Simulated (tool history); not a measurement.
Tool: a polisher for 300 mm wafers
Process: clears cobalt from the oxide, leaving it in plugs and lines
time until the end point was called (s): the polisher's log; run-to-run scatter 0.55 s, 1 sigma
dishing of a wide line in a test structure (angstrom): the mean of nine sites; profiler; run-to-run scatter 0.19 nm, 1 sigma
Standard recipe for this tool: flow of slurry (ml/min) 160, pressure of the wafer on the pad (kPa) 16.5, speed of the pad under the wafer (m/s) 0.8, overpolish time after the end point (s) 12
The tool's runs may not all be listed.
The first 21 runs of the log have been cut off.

| run | day | flow of slurry (ml/min) | pressure of the wafer on the pad (kPa) | speed of the pad under the wafer (m/s) | overpolish time after the end point (s) | wafers since the last listed run | wafers polished on this pad | hours since the slurry nozzle was cleaned | hours since the head pressure was calibrated | incoming thickness of the incoming film, nm | time until the end point was called (s) | dishing of a wide line in a test structure (angstrom) |
|---|---|---|---|---|---|---|---|---|---|---|---|---|
|  | 71.246 | head pressure recalibrated |
| 22 | 72.117 | 160 | 16.5 | 0.8 | 9 | 1039 | 2224 | 347.4 | 20.9 | 300.4 | 66.5 | 174 |
| 23 | 75.05 | 160 | 16.5 | 0.7 | 9 | 905 | 3130 | 417.8 | 91.3 | 299.2 | 72.8 | 167 |
| 24 | 76.679 | 215 | 16.5 | 0.8 | 12 | 503 | 3633 | 456.9 | 130.4 | 299.8 | 60.6 | 185 |
| 25 | 80.721 | 160 | 16.5 | 0.8 | 12 | 1248 | 4881 | 553.9 | 227.4 | 300.3 | 61.5 | 183 |
| 26 | 83.042 | 160 | 16.5 | 1 | 12 | 716 | 5598 | 609.6 | 283.1 | 299.4 | 48.9 | 191 |
|  | 86.996 | slurry nozzle cleaned |
| 27 | 87.125 | 160 | 21.4 | 0.8 | 12 | 1248 | 6846 | 3.1 | 381.1 | 301.4 | 46.9 | 188 |
| 28 | 91.088 | 210 | 16.5 | 0.8 | 10 | 1223 | 8070 | 98.2 | 476.2 | 296.4 | 57.3 | 180 |
|  | 93.925 | worn pad replaced by a new one |
| 29 | 95.025 | 210 | 18.6 | 1.02 | 7 | 1164 | 339 | 192.7 | 570.7 | 304.5 | 40.3 | 180 |
| 30 | 96.9 | 160 | 18.6 | 0.62 | 12 | 579 | 918 | 237.7 | 615.7 | 300.2 | 69.4 | 181 |
| 31 | 101.396 | 160 | 16.5 | 0.8 | 12 | 1388 | 2307 | 345.6 | 723.6 | 296.8 | 59.1 | 184 |
|  | 101.746 | head pressure recalibrated |
| 32 | 104.833 | 115 | 13.8 | 0.72 | 8 | 1035 | 3343 | 428.1 | 74.1 | 297.3 | 94 | 146 |

For run 33, what comes out?
| 33 | 107.071 | 160 | 16.5 | 0.8 | 12 | 691 | 4034 | 481.8 | 127.8 | 302.8 | ? | ? |

time until the end point was called (s): 65.1
dishing of a wide line in a test structure (angstrom): 188
Take away the tool's hidden state, keep the run-to-run variation as it was, and the same run would have given time until the end point was called (s) 68, dishing of a wide line in a test structure (angstrom) 187.

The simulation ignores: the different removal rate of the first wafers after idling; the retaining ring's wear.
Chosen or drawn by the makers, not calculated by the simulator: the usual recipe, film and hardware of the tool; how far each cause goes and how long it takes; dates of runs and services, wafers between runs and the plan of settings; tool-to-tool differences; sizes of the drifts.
